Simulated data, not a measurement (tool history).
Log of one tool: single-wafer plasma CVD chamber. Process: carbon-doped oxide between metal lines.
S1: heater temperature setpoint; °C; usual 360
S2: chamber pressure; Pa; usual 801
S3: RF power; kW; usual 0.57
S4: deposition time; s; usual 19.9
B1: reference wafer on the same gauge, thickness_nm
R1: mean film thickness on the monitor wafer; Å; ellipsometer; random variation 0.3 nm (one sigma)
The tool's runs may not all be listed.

{"run": 1, "hour": 0.0, "S1": 360, "S2": 801, "S3": 0.57, "S4": 21.8, "B1": 87.925, "R1": 1101.79}
{"run": 2, "hour": 106.7, "S1": 360, "S2": 801, "S3": 0.57, "S4": 19.9, "B1": 88.098, "R1": 1003.22}
{"run": 3, "hour": 194.4, "S1": 360, "S2": 801, "S3": 0.57, "S4": 19.9, "B1": 88.068, "R1": 1001.16}
{"run": 4, "hour": 301.5, "S1": 360, "S2": 801, "S3": 0.57, "S4": 19.9, "B1": 87.967, "R1": 1003.36}
{"hour": 320.8, "done": "showerhead replaced, of another model than before"}
{"run": 5, "hour": 371.1, "S1": 360, "S2": 801, "S3": 0.57, "S4": 18.2, "B1": 88.119, "R1": 929.41}
{"hour": 380.2, "done": "RF generator calibrated"}
{"run": 6, "hour": 454.1, "S1": 360, "S2": 801, "S3": 0.57, "S4": 18.2, "B1": 88.024, "R1": 941.01}
{"run": 7, "hour": 520.6, "S1": 360, "S2": 651, "S3": 0.57, "S4": 19.9, "B1": 87.997, "R1": 1010.94}
{"hour": 550.2, "done": "capacitance manometer re-zeroed and calibrated"}
{"run": 8, "hour": 557.7, "S1": 360, "S2": 801, "S3": 0.57, "S4": 21.8, "B1": 88.017, "R1": 1122.06}
{"run": 9, "hour": 632.6, "S1": 360, "S2": 801, "S3": 0.665, "S4": 15.9, "B1": 87.872, "R1": 878.87}
{"run": 10, "hour": 671.1, "S1": 360, "S2": 801, "S3": 0.57, "S4": 18.2, "B1": 87.947, "R1": 941.04}

The next listed run, before its measurement:
{"hour": 697.4, "done": "gauge calibrated"}
{"run": 11, "hour": 752.4, "S1": 360, "S2": 968, "S3": 0.57, "S4": 19.9, "B1": "?", "R1": "?"}

{"run 11": {"B1": 87.97, "R1": 1035.29}}
Without the tool's hidden state the same run would have given R1 1043.57 Å.
